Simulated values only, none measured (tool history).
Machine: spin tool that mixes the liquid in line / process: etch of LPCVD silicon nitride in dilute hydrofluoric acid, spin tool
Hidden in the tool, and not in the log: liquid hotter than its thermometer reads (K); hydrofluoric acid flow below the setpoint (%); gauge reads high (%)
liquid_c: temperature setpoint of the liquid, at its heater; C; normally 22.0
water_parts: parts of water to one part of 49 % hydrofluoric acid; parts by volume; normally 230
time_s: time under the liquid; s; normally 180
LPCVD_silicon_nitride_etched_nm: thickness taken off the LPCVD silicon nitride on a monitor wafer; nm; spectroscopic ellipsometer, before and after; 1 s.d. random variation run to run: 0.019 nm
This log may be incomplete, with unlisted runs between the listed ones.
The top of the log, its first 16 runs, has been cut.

run    hour  liquid_c  water_parts  time_s  wafers since the last listed run  hours since the thermometer was replaced  hours since the hydrofluoric acid flow meter was replaced  hours since the gauge calibration  read-back film thickness of the LPCVD silicon nitride reference wafer, read on the same gauge (nm)  LPCVD_silicon_nitride_etched_nm
 17   869.8      22.0          135     180                               290                                    1432.9                                                      520.2                              535.5                                                                                             100.016                            0.513
 18   925.9      17.0          195     180                               428                                    1489.0                                                      576.3                              591.6                                                                                             100.000                            0.280
 19  1058.0      26.5          185     140                              1008                                    1621.1                                                      708.4                              723.7                                                                                              99.989                            0.392
     1094.9  -- hydrofluoric acid flow meter replaced
 20  1112.2      20.0          230     180                               406                                    1675.3                                                       17.3                              777.9                                                                                              99.999                            0.295
     1136.4  -- thermometer replaced
 21  1178.6      22.0          230      95                               499                                      42.2                                                       83.7                              844.3                                                                                              99.981                            0.196
 22  1214.6      26.0          260     270                               274                                      78.2                                                      119.7                              880.3                                                                                             100.046                            0.587
 23  1247.2      22.0          230     180                               248                                     110.8                                                      152.3                              912.9                                                                                             100.024                            0.338
 24  1310.0      17.5          140     270                               479                                     173.6                                                      215.1                              975.7                                                                                             100.025                            0.580
 25  1357.2      22.0          230     180                               360                                     220.8                                                      262.3                             1022.9                                                                                              99.980                            0.325
 26  1398.8      24.5          265     110                               317                                     262.4                                                      303.9                             1064.5                                                                                              99.976                            0.198
 27  1426.7      18.5          230     180                               212                                     290.3                                                      331.8                             1092.4                                                                                             100.006                            0.250
 28  1479.0      22.0          230     135                               399                                     342.6                                                      384.1                             1144.7                                                                                             100.024                            0.246
 29  1509.0      22.0          125      90                               229                                     372.6                                                      414.1                             1174.7                                                                                              99.966                            0.282
 30  1540.2      25.0          230     180                               238                                     403.8                                                      445.3                             1205.9                                                                                              99.991                            0.431
 31  1592.2      25.5          165     265                               396                                     455.8                                                      497.3                             1257.9                                                                                              99.975                            0.819
 32  1633.4      19.5          130     180                               314                                     497.0                                                      538.5                             1299.1                                                                                              99.968                            0.463

Here are 4 independent what-if runs from the current tool condition. What would each one return?
  A  1633.9      22.0          320     180                                 3                                     497.5                                                      539.0                             1299.6                                                                                                   ?                                ?
  B  1633.9      24.5          155     105                                 3                                     497.5                                                      539.0                             1299.6                                                                                                   ?                                ?
  C  1633.9      22.0          125     120                                 3                                     497.5                                                      539.0                             1299.6                                                                                                   ?                                ?
  D  1633.9      18.5          195     120                                 3                                     497.5                                                      539.0                             1299.6                                                                                                   ?                                ?

run  read-back film thickness of the LPCVD silicon nitride reference wafer, read on the same gauge (nm)  LPCVD_silicon_nitride_etched_nm
  A                                                                                             100.008                            0.230
  B                                                                                             100.008                            0.320
  C                                                                                             100.008                            0.385
  D                                                                                             100.008                            0.198
The same runs, with their run-to-run variation unchanged, on a tool lacking any hidden condition would have given:
run  LPCVD_silicon_nitride_etched_nm
  A                            0.230
  B                            0.320
  C                            0.385
  D                            0.198

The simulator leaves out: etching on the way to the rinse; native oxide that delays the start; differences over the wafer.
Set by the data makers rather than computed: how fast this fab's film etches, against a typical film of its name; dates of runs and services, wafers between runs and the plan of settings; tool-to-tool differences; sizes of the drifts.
